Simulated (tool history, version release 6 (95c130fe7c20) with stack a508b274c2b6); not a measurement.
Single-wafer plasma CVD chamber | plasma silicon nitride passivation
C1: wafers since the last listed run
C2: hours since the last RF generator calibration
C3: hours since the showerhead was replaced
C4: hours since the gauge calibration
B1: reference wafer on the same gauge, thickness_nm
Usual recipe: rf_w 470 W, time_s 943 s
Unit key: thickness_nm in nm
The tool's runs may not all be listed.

run 1 hour=0.0 | rf_w=450 time_s=943 | C1=0 C2=1566.4 C3=8529.2 C4=339.6 | B1=1353.310 | thickness_nm=1523.509
run 2 hour=68.3 | rf_w=450 time_s=943 | C1=202 C2=1634.7 C3=8597.5 C4=407.9 | B1=1349.737 | thickness_nm=1514.092
run 3 hour=127.6 | rf_w=470 time_s=943 | C1=176 C2=1694.0 C3=8656.8 C4=467.2 | B1=1347.528 | thickness_nm=1519.150
run 4 hour=164.3 | rf_w=470 time_s=943 | C1=109 C2=1730.7 C3=8693.5 C4=503.9 | B1=1343.807 | thickness_nm=1539.715
run 5 hour=207.2 | rf_w=470 time_s=943 | C1=127 C2=1773.6 C3=8736.4 C4=546.8 | B1=1342.195 | thickness_nm=1516.643
run 6 hour=252.8 | rf_w=405 time_s=943 | C1=135 C2=1819.2 C3=8782.0 C4=592.4 | B1=1344.275 | thickness_nm=1469.604
run 7 hour=285.6 | rf_w=405 time_s=943 | C1=97 C2=1852.0 C3=8814.8 C4=625.2 | B1=1339.397 | thickness_nm=1468.414
run 8 hour=399.6 | rf_w=405 time_s=943 | C1=338 C2=1966.0 C3=8928.8 C4=739.2 | B1=1335.400 | thickness_nm=1455.431
-- hour=415.1 gauge calibrated
-- hour=417.0 RF generator calibrated
run 9 hour=438.3 | rf_w=500 time_s=790 | C1=91 C2=21.3 C3=8967.5 C4=23.2 | B1=1369.518 | thickness_nm=1320.317
-- hour=476.7 showerhead replaced
run 10 hour=507.6 | rf_w=420 time_s=1024 | C1=182 C2=90.6 C3=30.9 C4=92.5 | B1=1368.150 | thickness_nm=1628.658
run 11 hour=578.7 | rf_w=535 time_s=866 | C1=211 C2=161.7 C3=102.0 C4=163.6 | B1=1361.273 | thickness_nm=1449.112
run 12 hour=610.0 | rf_w=415 time_s=1072 | C1=93 C2=193.0 C3=133.3 C4=194.9 | B1=1360.998 | thickness_nm=1688.415
run 13 hour=652.5 | rf_w=505 time_s=943 | C1=126 C2=235.5 C3=175.8 C4=237.4 | B1=1358.315 | thickness_nm=1557.872
run 14 hour=785.9 | rf_w=525 time_s=1097 | C1=396 C2=368.9 C3=309.2 C4=370.8 | B1=1352.215 | thickness_nm=1843.304
run 15 hour=827.3 | rf_w=470 time_s=943 | C1=123 C2=410.3 C3=350.6 C4=412.2 | B1=1349.359 | thickness_nm=1530.647
run 16 hour=866.5 | rf_w=525 time_s=853 | C1=116 C2=449.5 C3=389.8 C4=451.4 | B1=1347.565 | thickness_nm=1420.187

Some steps in thickness_nm between neighbouring runs. How much of each would the tool show without its hidden state too (settings, what came in, random variation), and how much is left for the hidden state, with any gauge scatter that isn't in both results?
What the log doesn't record here: delivered RF power above the setpoint (%); gauge reads high (%).
Run 8 -> 9: rf_w 405 -> 500, time_s 943 -> 790, gauge calibrated, RF generator calibrated. thickness_nm -135.114 nm: hidden state +37.983, all else -173.097.
Run 14 -> 15: rf_w 525 -> 470, time_s 1097 -> 943. thickness_nm -312.657 nm: hidden state +1.912, all else -314.569.

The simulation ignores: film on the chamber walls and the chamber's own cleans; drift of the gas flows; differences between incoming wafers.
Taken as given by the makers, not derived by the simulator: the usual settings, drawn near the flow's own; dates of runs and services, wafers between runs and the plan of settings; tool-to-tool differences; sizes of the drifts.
